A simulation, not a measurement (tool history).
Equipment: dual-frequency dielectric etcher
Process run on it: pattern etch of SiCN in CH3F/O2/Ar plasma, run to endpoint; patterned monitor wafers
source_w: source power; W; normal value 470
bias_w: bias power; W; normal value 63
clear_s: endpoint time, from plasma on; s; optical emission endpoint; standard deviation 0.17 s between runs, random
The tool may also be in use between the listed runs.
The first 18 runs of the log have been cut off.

run	hour	source_w	bias_w	incoming incoming film thickness, nm	clear_s
# hour 496.0: wet clean of the chamber
19	496.5	470	63	12.56	31.7
20	503.5	420	70	12.62	32.0
21	537.5	470	63	12.65	31.8
22	554.4	510	63	12.63	30.2
23	571.5	530	68	12.69	28.7
24	594.6	470	74	12.73	29.8
25	616.0	540	77	12.61	27.3
26	635.9	470	55	12.77	33.4
27	670.6	470	63	12.73	31.8
28	690.3	510	78	12.60	27.4
29	702.3	430	51	12.65	35.9
30	731.6	380	50	12.65	38.5
31	767.2	370	58	12.62	36.5
32	783.8	390	68	12.72	33.3
# hour 811.7: wet clean of the chamber
33	812.2	410	73	12.63	32.0
34	832.3	470	69	12.63	30.6
35	849.7	360	63	12.59	36.2

Below are 4 alternative next runs, each starting from the tool's condition after run 35. Predict each:
A	850.1	470	78	12.83	?
B	850.1	380	52	12.83	?
C	850.1	420	68	12.83	?
D	850.1	380	63	12.83	?

run	clear_s
A	29.5
B	39.1
C	33.1
D	36.1
With the hidden condition removed and each run's random variation left untouched, the same runs would have given:
run	clear_s
A	29.5
B	39.1
C	33.1
D	36.1
